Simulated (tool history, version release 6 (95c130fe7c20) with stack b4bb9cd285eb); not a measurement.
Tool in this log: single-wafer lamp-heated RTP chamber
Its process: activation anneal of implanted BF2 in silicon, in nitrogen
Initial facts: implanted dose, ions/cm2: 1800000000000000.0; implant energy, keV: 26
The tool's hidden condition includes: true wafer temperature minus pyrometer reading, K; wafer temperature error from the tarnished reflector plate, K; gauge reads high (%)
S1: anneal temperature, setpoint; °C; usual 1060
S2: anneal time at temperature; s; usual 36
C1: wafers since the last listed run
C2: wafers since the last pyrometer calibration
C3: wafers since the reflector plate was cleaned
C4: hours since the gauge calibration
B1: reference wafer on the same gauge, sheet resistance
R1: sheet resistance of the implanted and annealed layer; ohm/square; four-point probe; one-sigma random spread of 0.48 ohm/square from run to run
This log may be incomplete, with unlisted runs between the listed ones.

run	hour	S1	S2	C1	C2	C3	C4	B1	R1
1	0.0	1060	36	0	5849	5337	332.4	100.98	88.77
2	22.2	1060	36	244	6093	5581	354.6	100.82	88.27
3	51.8	1060	46	325	6419	5906	384.2	100.69	84.63
4	79.5	1060	50	304	6723	6211	411.9	100.77	83.65
5	103.2	1060	24	260	6984	6472	435.6	100.44	97.34
6	128.3	1060	24	276	7260	6748	460.7	100.95	96.36
7	169.4	1060	24	452	7712	7200	501.8	100.81	96.52
8	259.0	1046	36	985	8698	8185	591.4	100.87	96.99
9	273.8	1046	36	162	8861	8348	606.2	100.64	96.67
# hour 344.9: pyrometer window cleaned and pyrometer calibrated
10	368.7	1046	36	955	261	9304	701.1	100.56	96.55
11	381.7	1060	51	142	404	9447	714.1	100.58	83.49
# hour 408.5: gauge calibrated
12	415.4	1060	36	370	775	9818	6.9	100.80	89.07
# hour 431.9: reflector plate cleaned
13	450.2	1060	36	294	1069	201	41.7	100.79	89.34
14	472.7	1060	36	247	1317	448	64.2	100.64	88.89
15	490.9	1054	36	200	1517	649	82.4	100.65	93.16
16	508.7	1054	36	195	1713	844	100.2	100.79	92.74
17	537.6	1049	56	317	2031	1162	129.1	100.68	88.49
18	551.8	1031	46	156	2187	1318	143.3	100.86	104.75
19	574.7	1084	18	251	2439	1570	166.2	100.64	88.27
20	608.6	1060	36	372	2812	1943	200.1	100.77	88.91
21	634.2	1060	36	281	3093	2225	225.7	100.73	89.52
22	662.9	1089	19	315	3409	2540	254.4	100.70	84.99
23	691.9	1060	42	318	3728	2859	283.4	100.65	87.10
24	704.8	1043	36	141	3870	3001	296.3	100.83	100.67
25	737.2	1060	36	356	4226	3358	328.7	100.70	89.94
26	768.0	1081	30	338	4565	3696	359.5	100.76	81.04
27	799.3	1035	55	344	4909	4041	390.8	100.65	96.35
28	816.9	1089	25	193	5103	4234	408.4	100.67	80.57
29	838.2	1083	56	234	5337	4469	429.7	100.72	73.45
30	880.4	1042	15	464	5801	4933	471.9	100.71	118.97
31	909.5	1060	36	320	6122	5253	501.0	100.63	89.35
32	932.6	1060	36	254	6376	5507	524.1	100.64	89.19
33	953.8	1085	54	233	6609	5740	545.3	100.53	72.92
34	978.5	1060	43	271	6880	6012	570.0	100.76	86.10
35	1010.6	1050	16	353	7234	6365	602.1	100.76	111.09
# hour 1040.2: gauge calibrated
36	1043.6	1085	15	362	7597	6728	3.4	100.54	88.94
37	1061.2	1060	22	193	7790	6922	21.0	100.61	97.05
38	1081.2	1074	51	219	8010	7142	41.0	100.84	76.96

3 ways to go on from here, each from the tool as it stands after run 38. What would each give?
A	1081.6	1034	36	4	8015	7146	41.4	?	?
B	1081.6	1088	27	4	8015	7146	41.4	?	?
C	1081.6	1087	20	4	8015	7146	41.4	?	?

run	B1	R1
A	100.73	106.49
B	100.73	79.81
C	100.73	84.42
With the hidden condition removed and each run's random variation left untouched, the same runs would have given:
run	R1
A	108.00
B	80.65
C	85.38
